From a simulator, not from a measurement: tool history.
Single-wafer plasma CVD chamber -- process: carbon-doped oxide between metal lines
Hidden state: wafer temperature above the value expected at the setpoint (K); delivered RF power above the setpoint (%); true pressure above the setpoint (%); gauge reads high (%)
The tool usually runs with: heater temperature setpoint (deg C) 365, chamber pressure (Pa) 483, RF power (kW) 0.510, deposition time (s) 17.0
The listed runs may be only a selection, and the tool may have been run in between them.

run	hour	heater temperature setpoint (deg C)	chamber pressure (Pa)	RF power (kW)	deposition time (s)	wafers since the last listed run	hours since the last thermocouple change	hours since the last RF generator calibration	hours since the last manometer calibration	hours since the showerhead was replaced	hours since the gauge calibration	read-back reference wafer on the same gauge, thickness_nm	mean film thickness on the monitor wafer (Å)
1	0.0	365	556	0.510	17.0	0	2453.4	852.9	1039.4	3993.0	245.7	83.251	745.82
2	14.0	365	556	0.510	17.0	342	2467.4	866.9	1053.4	4007.0	259.7	83.296	747.94
3	41.1	365	483	0.510	17.0	662	2494.5	894.0	1080.5	4034.1	286.8	83.293	734.25
4	107.0	365	483	0.510	17.0	1612	2560.4	959.9	1146.4	4100.0	352.7	83.272	733.95
# hour 128.1: thermocouple changed; heater temperature recalibrated
5	137.3	365	483	0.510	17.0	545	9.2	990.2	1176.7	4130.3	383.0	83.272	733.38
6	153.7	365	483	0.510	17.0	401	25.6	1006.6	1193.1	4146.7	399.4	83.280	735.49
7	168.4	372	483	0.510	17.0	359	40.3	1021.3	1207.8	4161.4	414.1	83.285	722.70
8	198.4	365	483	0.550	17.0	733	70.3	1051.3	1237.8	4191.4	444.1	83.267	760.02
9	233.8	365	483	0.550	17.0	865	105.7	1086.7	1273.2	4226.8	479.5	83.237	758.31
10	258.7	365	483	0.510	15.1	609	130.6	1111.6	1298.1	4251.7	504.4	83.334	649.42
11	274.7	365	483	0.510	17.0	391	146.6	1127.6	1314.1	4267.7	520.4	83.276	732.21
12	292.7	365	483	0.435	17.0	440	164.6	1145.6	1332.1	4285.7	538.4	83.246	674.59
13	326.0	371	483	0.510	17.0	814	197.9	1178.9	1365.4	4319.0	571.7	83.296	721.66
# hour 350.5: capacitance manometer re-zeroed and calibrated
14	352.4	358	483	0.565	18.3	450	224.3	1205.3	1.9	4345.4	598.1	83.296	842.82
15	371.6	353	483	0.510	19.2	469	243.5	1224.5	21.1	4364.6	617.3	83.282	851.98
16	384.9	360	391	0.470	17.9	325	256.8	1237.8	34.4	4377.9	630.6	83.275	736.05
17	413.3	378	557	0.430	17.0	694	285.2	1266.2	62.8	4406.3	659.0	83.276	666.09
18	429.5	370	413	0.460	14.5	396	301.4	1282.4	79.0	4422.5	675.2	83.261	581.72
19	464.5	365	483	0.605	17.0	856	336.4	1317.4	114.0	4457.5	710.2	83.301	798.12
# hour 477.3: RF generator calibrated
# hour 482.8: gauge calibrated
20	484.6	365	592	0.600	17.0	295	356.5	7.3	134.1	4477.6	1.8	83.341	828.83
# hour 501.6: showerhead replaced
21	502.1	365	379	0.510	17.0	232	374.0	24.8	151.6	0.5	19.3	83.281	733.41
22	521.6	365	449	0.545	20.1	477	393.5	44.3	171.1	20.0	38.8	83.327	906.26
23	552.0	365	483	0.510	17.0	743	423.9	74.7	201.5	50.4	69.2	83.322	750.41
24	584.0	365	483	0.510	19.8	782	455.9	106.7	233.5	82.4	101.2	83.292	870.71
25	598.3	365	409	0.510	17.0	349	470.2	121.0	247.8	96.7	115.5	83.314	736.05
26	613.7	365	483	0.510	17.0	376	485.6	136.4	263.2	112.1	130.9	83.292	747.36
27	634.8	365	483	0.510	17.0	516	506.7	157.5	284.3	133.2	152.0	83.272	747.13
28	682.3	365	483	0.595	17.0	1161	554.2	205.0	331.8	180.7	199.5	83.272	805.67
29	714.0	365	483	0.510	17.9	775	585.9	236.7	363.5	212.4	231.2	83.269	785.04

Branching from run 29: 3 alternative next runs. What would each branch give?
A	714.4	365	483	0.510	17.0	9	586.3	237.1	363.9	212.8	231.6	?	?
B	714.4	365	572	0.570	17.0	9	586.3	237.1	363.9	212.8	231.6	?	?
C	714.4	378	596	0.595	15.3	9	586.3	237.1	363.9	212.8	231.6	?	?

run	read-back reference wafer on the same gauge, thickness_nm	mean film thickness on the monitor wafer (Å)
A	83.297	747.24
B	83.297	805.05
C	83.297	725.79
Take away the tool's hidden state, keep each run's random variation, and the runs would have read:
run	mean film thickness on the monitor wafer (Å)
A	752.23
B	810.53
C	730.72
